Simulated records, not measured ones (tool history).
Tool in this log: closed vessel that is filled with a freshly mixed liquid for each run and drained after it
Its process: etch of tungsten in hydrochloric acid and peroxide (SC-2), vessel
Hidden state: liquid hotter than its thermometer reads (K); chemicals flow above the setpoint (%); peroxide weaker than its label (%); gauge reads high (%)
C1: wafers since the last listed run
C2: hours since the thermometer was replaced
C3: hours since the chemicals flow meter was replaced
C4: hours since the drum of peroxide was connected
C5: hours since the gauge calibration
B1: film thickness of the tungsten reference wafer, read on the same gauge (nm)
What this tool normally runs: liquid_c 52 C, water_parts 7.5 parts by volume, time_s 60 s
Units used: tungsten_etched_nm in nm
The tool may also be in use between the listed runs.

Run 1, hour 0: usual settings but time_s 40 s; C1 0; C2 1833.9; C3 722.6; C4 521.9; C5 172.9; B1 150. Result: tungsten_etched_nm 14.93 nm.
Run 2, hour 8.8: usual settings but water_parts 6.5 parts by volume, time_s 80 s; C1 1255; C2 1842.7; C3 731.4; C4 530.7; C5 181.7; B1 149.99. Result: tungsten_etched_nm 33.46 nm.
Run 3, hour 22.2: usual settings but water_parts 6.5 parts by volume, time_s 80 s; C1 1911; C2 1856.1; C3 744.8; C4 544.1; C5 195.1; B1 150.02. Result: tungsten_etched_nm 33.17 nm.
Run 4, hour 35.3: usual settings but liquid_c 50 C, water_parts 5.5 parts by volume; C1 1868; C2 1869.2; C3 757.9; C4 557.2; C5 208.2; B1 150.01. Result: tungsten_etched_nm 25.04 nm.
Run 5, hour 41.4: usual settings; C1 870; C2 1875.3; C3 764; C4 563.3; C5 214.3; B1 149.99. Result: tungsten_etched_nm 22.35 nm.
Run 6, hour 55.9: usual settings; C1 2068; C2 1889.8; C3 778.5; C4 577.8; C5 228.8; B1 150. Result: tungsten_etched_nm 22.25 nm.
Run 7, hour 65.2: usual settings; C1 1326; C2 1899.1; C3 787.8; C4 587.1; C5 238.1; B1 150.01. Result: tungsten_etched_nm 22.68 nm.
Run 8, hour 81.5: usual settings but water_parts 9.5 parts by volume, time_s 45 s; C1 2325; C2 1915.4; C3 804.1; C4 603.4; C5 254.4; B1 150.03. Result: tungsten_etched_nm 13.86 nm.
Run 9, hour 92.3: usual settings but water_parts 9.5 parts by volume, time_s 45 s; C1 1540; C2 1926.2; C3 814.9; C4 614.2; C5 265.2; B1 149.99. Result: tungsten_etched_nm 13.98 nm.
At hour 95.4: new drum of peroxide connected.
Run 10, hour 101.7: usual settings but water_parts 9.5 parts by volume, time_s 45 s; C1 1198; C2 1935.6; C3 824.3; C4 6.3; C5 274.6; B1 150. Result: tungsten_etched_nm 13.98 nm.
At hour 107.4: chemicals flow meter replaced.
Run 11, hour 110.5: usual settings but water_parts 11.5 parts by volume; C1 1112; C2 1944.4; C3 3.1; C4 15.1; C5 283.4; B1 150. Result: tungsten_etched_nm 15.9 nm.
Run 12, hour 140.7: usual settings; C1 4307; C2 1974.6; C3 33.3; C4 45.3; C5 313.6; B1 150.01. Result: tungsten_etched_nm 22.42 nm.
Run 13, hour 149.3: usual settings; C1 1226; C2 1983.2; C3 41.9; C4 53.9; C5 322.2; B1 149.99. Result: tungsten_etched_nm 22.15 nm.
Run 14, hour 157.3: usual settings but liquid_c 42.5 C, water_parts 11.5 parts by volume, time_s 85 s; C1 1141; C2 1991.2; C3 49.9; C4 61.9; C5 330.2; B1 150. Result: tungsten_etched_nm 11.73 nm.
Run 15, hour 168.1: usual settings but liquid_c 56 C, water_parts 10 parts by volume, time_s 30 s; C1 1540; C2 2002; C3 60.7; C4 72.7; C5 341; B1 149.99. Result: tungsten_etched_nm 11.38 nm.
Run 16, hour 185.1: usual settings but liquid_c 49 C; C1 2424; C2 2019; C3 77.7; C4 89.7; C5 358; B1 150.02. Result: tungsten_etched_nm 18.35 nm.
Run 17, hour 201.8: usual settings; C1 2382; C2 2035.7; C3 94.4; C4 106.4; C5 374.7; B1 149.98. Result: tungsten_etched_nm 22.24 nm.
At hour 208.5: thermometer replaced.
Run 18, hour 212.9: usual settings but liquid_c 48.5 C, time_s 90 s; C1 1440; C2 4.4; C3 105.5; C4 117.5; C5 385.8; B1 150. Result: tungsten_etched_nm 26.29 nm.
At hour 217.6: gauge calibrated.
Run 19, hour 227: usual settings but liquid_c 56.5 C, water_parts 9.5 parts by volume, time_s 80 s; C1 2011; C2 18.5; C3 119.6; C4 131.6; C5 9.4; B1 150.02. Result: tungsten_etched_nm 33.33 nm.
Run 20, hour 239.6: usual settings but water_parts 9.5 parts by volume, time_s 90 s; C1 1797; C2 31.1; C3 132.2; C4 144.2; C5 22; B1 149.98. Result: tungsten_etched_nm 27.8 nm.
Run 21, hour 248.1: usual settings but time_s 30 s; C1 1212; C2 39.6; C3 140.7; C4 152.7; C5 30.5; B1 149.99. Result: tungsten_etched_nm 11.02 nm.
Run 22, hour 283.8: usual settings but time_s 75 s; C1 5092; C2 75.3; C3 176.4; C4 188.4; C5 66.2; B1 149.99. Result: tungsten_etched_nm 27.82 nm.
Run 23, hour 292.9: usual settings but water_parts 4.5 parts by volume, time_s 35 s; C1 1298; C2 84.4; C3 185.5; C4 197.5; C5 75.3; B1 149.99. Result: tungsten_etched_nm 19 nm.
Run 24, hour 308.9: usual settings but liquid_c 58.5 C, water_parts 5.5 parts by volume, time_s 30 s; C1 2282; C2 100.4; C3 201.5; C4 213.5; C5 91.3; B1 149.97. Result: tungsten_etched_nm 21.8 nm.
Run 25, hour 320.5: usual settings; C1 1654; C2 112; C3 213.1; C4 225.1; C5 102.9; B1 150.01. Result: tungsten_etched_nm 22.32 nm.
Run 26, hour 329.5: usual settings but water_parts 9 parts by volume, time_s 85 s; C1 1283; C2 121; C3 222.1; C4 234.1; C5 111.9; B1 150.01. Result: tungsten_etched_nm 27.29 nm.
Run 27, hour 346.5: usual settings but liquid_c 42.5 C, water_parts 4 parts by volume, time_s 90 s; C1 2424; C2 138; C3 239.1; C4 251.1; C5 128.9; B1 150. Result: tungsten_etched_nm 27.96 nm.
Run 28, hour 356: usual settings; C1 1355; C2 147.5; C3 248.6; C4 260.6; C5 138.4; B1 149.99. Result: tungsten_etched_nm 22.41 nm.
Run 29, hour 372.7: usual settings but liquid_c 54.5 C, time_s 40 s; C1 2382; C2 164.2; C3 265.3; C4 277.3; C5 155.1; B1 150.01. Result: tungsten_etched_nm 17.52 nm.

What if the next run were any one of these 5? Each begins from the tool's condition after run 29:
Run A, hour 373.4: usual settings but liquid_c 60 C; C1 99; C2 164.9; C3 266; C4 278; C5 155.8; B1 ?. Result: tungsten_etched_nm ?.
Run B, hour 373.4: usual settings but liquid_c 48 C, water_parts 9 parts by volume; C1 99; C2 164.9; C3 266; C4 278; C5 155.8; B1 ?. Result: tungsten_etched_nm ?.
Run C, hour 373.4: usual settings but liquid_c 59 C; C1 99; C2 164.9; C3 266; C4 278; C5 155.8; B1 ?. Result: tungsten_etched_nm ?.
Run D, hour 373.4: usual settings but liquid_c 60.5 C, time_s 85 s; C1 99; C2 164.9; C3 266; C4 278; C5 155.8; B1 ?. Result: tungsten_etched_nm ?.
Run E, hour 373.4: usual settings but liquid_c 47.5 C, water_parts 5.5 parts by volume, time_s 70 s; C1 99; C2 164.9; C3 266; C4 278; C5 155.8; B1 ?. Result: tungsten_etched_nm ?.

run      B1  tungsten_etched_nm
  A  149.98               37.83
  B  149.98               14.96
  C  149.98               35.52
  D  149.98               55.29
  E  149.98               24.75
The same runs, with their run-to-run variation unchanged, on a tool lacking any hidden condition would have given:
run  tungsten_etched_nm
  A               37.83
  B               14.96
  C               35.52
  D               55.29
  E               24.75
